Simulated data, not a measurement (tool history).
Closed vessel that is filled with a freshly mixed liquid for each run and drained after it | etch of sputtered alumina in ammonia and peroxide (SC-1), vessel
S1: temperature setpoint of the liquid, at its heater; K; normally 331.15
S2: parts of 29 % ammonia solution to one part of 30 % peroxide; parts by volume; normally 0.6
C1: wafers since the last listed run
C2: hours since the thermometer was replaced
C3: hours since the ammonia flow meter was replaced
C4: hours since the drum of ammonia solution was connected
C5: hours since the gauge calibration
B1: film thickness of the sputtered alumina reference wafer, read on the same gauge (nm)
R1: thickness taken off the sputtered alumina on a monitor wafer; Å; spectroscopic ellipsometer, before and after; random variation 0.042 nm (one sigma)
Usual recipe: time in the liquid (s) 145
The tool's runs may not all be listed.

{"run": 1, "hour": 0.0, "S1": 334.65, "S2": 0.6, "time in the liquid (s)": 145, "C1": 0, "C2": 877.3, "C3": 88.9, "C4": 549.9, "C5": 2466.3, "B1": 40, "R1": 165.3}
{"run": 2, "hour": 84.8, "S1": 331.15, "S2": 0.6, "time in the liquid (s)": 105, "C1": 5290, "C2": 962.1, "C3": 173.7, "C4": 634.7, "C5": 2551.1, "B1": 40.01, "R1": 100.2}
{"run": 3, "hour": 126.8, "S1": 331.15, "S2": 0.55, "time in the liquid (s)": 120, "C1": 2620, "C2": 1004.1, "C3": 215.7, "C4": 676.7, "C5": 2593.1, "B1": 39.99, "R1": 113.7}
{"hour": 162.0, "done": "thermometer replaced"}
{"run": 4, "hour": 167.2, "S1": 331.15, "S2": 0.55, "time in the liquid (s)": 120, "C1": 2457, "C2": 5.2, "C3": 256.1, "C4": 717.1, "C5": 2633.5, "B1": 39.99, "R1": 108.9}
{"run": 5, "hour": 230.2, "S1": 331.15, "S2": 0.6, "time in the liquid (s)": 145, "C1": 3930, "C2": 68.2, "C3": 319.1, "C4": 780.1, "C5": 2696.5, "B1": 40, "R1": 133.5}
{"hour": 262.3, "done": "new drum of ammonia solution connected"}
{"run": 6, "hour": 327.7, "S1": 331.15, "S2": 0.6, "time in the liquid (s)": 145, "C1": 6020, "C2": 165.7, "C3": 416.6, "C4": 65.4, "C5": 2794, "B1": 39.99, "R1": 133.9}
{"run": 7, "hour": 413.3, "S1": 329.15, "S2": 0.6, "time in the liquid (s)": 145, "C1": 5340, "C2": 251.3, "C3": 502.2, "C4": 151, "C5": 2879.6, "B1": 40.01, "R1": 120.9}
{"run": 8, "hour": 500.3, "S1": 329.15, "S2": 0.6, "time in the liquid (s)": 145, "C1": 5427, "C2": 338.3, "C3": 589.2, "C4": 238, "C5": 2966.6, "B1": 40.02, "R1": 120.2}
{"hour": 506.6, "done": "ammonia flow meter replaced"}
{"hour": 537.0, "done": "gauge calibrated"}
{"run": 9, "hour": 558.6, "S1": 321.15, "S2": 0.3, "time in the liquid (s)": 125, "C1": 3574, "C2": 396.6, "C3": 52, "C4": 296.3, "C5": 21.6, "B1": 39.99, "R1": 63.8}
{"run": 10, "hour": 600.9, "S1": 325.65, "S2": 0.7, "time in the liquid (s)": 110, "C1": 2638, "C2": 438.9, "C3": 94.3, "C4": 338.6, "C5": 63.9, "B1": 40.01, "R1": 77.4}
{"run": 11, "hour": 676.7, "S1": 323.15, "S2": 0.35, "time in the liquid (s)": 70, "C1": 4728, "C2": 514.7, "C3": 170.1, "C4": 414.4, "C5": 139.7, "B1": 40, "R1": 40.4}
{"run": 12, "hour": 747.8, "S1": 337.15, "S2": 0.85, "time in the liquid (s)": 145, "C1": 4435, "C2": 585.8, "C3": 241.2, "C4": 485.5, "C5": 210.8, "B1": 40, "R1": 189.3}
{"run": 13, "hour": 847.7, "S1": 331.15, "S2": 0.4, "time in the liquid (s)": 145, "C1": 6232, "C2": 685.7, "C3": 341.1, "C4": 585.4, "C5": 310.7, "B1": 39.98, "R1": 130.6}
{"run": 14, "hour": 899.8, "S1": 326.65, "S2": 0.85, "time in the liquid (s)": 120, "C1": 3250, "C2": 737.8, "C3": 393.2, "C4": 637.5, "C5": 362.8, "B1": 40.01, "R1": 92.3}
{"run": 15, "hour": 972.9, "S1": 322.65, "S2": 0.7, "time in the liquid (s)": 145, "C1": 4560, "C2": 810.9, "C3": 466.3, "C4": 710.6, "C5": 435.9, "B1": 40, "R1": 88.6}
{"run": 16, "hour": 1064.9, "S1": 331.15, "S2": 0.85, "time in the liquid (s)": 145, "C1": 5739, "C2": 902.9, "C3": 558.3, "C4": 802.6, "C5": 527.9, "B1": 39.99, "R1": 142.5}
{"hour": 1185.8, "done": "thermometer replaced"}
{"hour": 1218.8, "done": "ammonia flow meter replaced"}
{"hour": 1292.3, "done": "new drum of ammonia solution connected"}
{"run": 17, "hour": 1331.6, "S1": 321.15, "S2": 0.8, "time in the liquid (s)": 185, "C1": 16450, "C2": 145.8, "C3": 112.8, "C4": 39.3, "C5": 794.6, "B1": 39.99, "R1": 101.9}
{"run": 18, "hour": 1397.5, "S1": 331.15, "S2": 0.6, "time in the liquid (s)": 145, "C1": 4111, "C2": 211.7, "C3": 178.7, "C4": 105.2, "C5": 860.5, "B1": 40.02, "R1": 132.9}
{"run": 19, "hour": 1443.5, "S1": 331.15, "S2": 0.35, "time in the liquid (s)": 105, "C1": 2869, "C2": 257.7, "C3": 224.7, "C4": 151.2, "C5": 906.5, "B1": 39.99, "R1": 91.8}
{"run": 20, "hour": 1528.2, "S1": 331.15, "S2": 0.6, "time in the liquid (s)": 145, "C1": 5283, "C2": 342.4, "C3": 309.4, "C4": 235.9, "C5": 991.2, "B1": 40.01, "R1": 134.1}
{"run": 21, "hour": 1564.8, "S1": 331.15, "S2": 0.6, "time in the liquid (s)": 145, "C1": 2283, "C2": 379, "C3": 346, "C4": 272.5, "C5": 1027.8, "B1": 39.99, "R1": 133.4}
{"run": 22, "hour": 1614.2, "S1": 324.15, "S2": 0.35, "time in the liquid (s)": 85, "C1": 3081, "C2": 428.4, "C3": 395.4, "C4": 321.9, "C5": 1077.2, "B1": 40.02, "R1": 51.7}
{"run": 23, "hour": 1662.9, "S1": 325.65, "S2": 0.45, "time in the liquid (s)": 215, "C1": 3038, "C2": 477.1, "C3": 444.1, "C4": 370.6, "C5": 1125.9, "B1": 39.99, "R1": 145.2}
{"run": 24, "hour": 1755.2, "S1": 331.15, "S2": 0.6, "time in the liquid (s)": 145, "C1": 5758, "C2": 569.4, "C3": 536.4, "C4": 462.9, "C5": 1218.2, "B1": 40, "R1": 134.8}
{"run": 25, "hour": 1806.4, "S1": 331.15, "S2": 0.6, "time in the liquid (s)": 145, "C1": 3194, "C2": 620.6, "C3": 587.6, "C4": 514.1, "C5": 1269.4, "B1": 40, "R1": 136}
{"hour": 1848.3, "done": "ammonia flow meter replaced"}
{"run": 26, "hour": 1879.7, "S1": 338.15, "S2": 0.6, "time in the liquid (s)": 200, "C1": 4510, "C2": 693.9, "C3": 31.4, "C4": 587.4, "C5": 1342.7, "B1": 39.99, "R1": 266.9}
{"run": 27, "hour": 1924.3, "S1": 331.15, "S2": 0.8, "time in the liquid (s)": 210, "C1": 2782, "C2": 738.5, "C3": 76, "C4": 632, "C5": 1387.3, "B1": 40.01, "R1": 203}
{"run": 28, "hour": 1981.3, "S1": 331.15, "S2": 0.6, "time in the liquid (s)": 145, "C1": 3555, "C2": 795.5, "C3": 133, "C4": 689, "C5": 1444.3, "B1": 40.01, "R1": 136.1}

Give the tool's hidden conditions for every run:
ammonia flow below the setpoint (%): 0 across all the runs
ammonia solution weaker than its label (%): 0 across all the runs
gauge reads high (%): 0 across all the runs
H1: liquid hotter than its thermometer reads (K)
run=1 H1=0.827
run=2 H1=0.887
run=3 H1=0.917
run=4 H1=0.0939
run=5 H1=0.139
run=6 H1=0.209
run=7 H1=0.27
run=8 H1=0.333
run=9 H1=0.374
run=10 H1=0.405
run=11 H1=0.459
run=12 H1=0.51
run=13 H1=0.582
run=14 H1=0.619
run=15 H1=0.671
run=16 H1=0.737
run=17 H1=0.121
run=18 H1=0.168
run=19 H1=0.201
run=20 H1=0.262
run=21 H1=0.288
run=22 H1=0.323
run=23 H1=0.358
run=24 H1=0.424
run=25 H1=0.461
run=26 H1=0.514
run=27 H1=0.546
run=28 H1=0.586
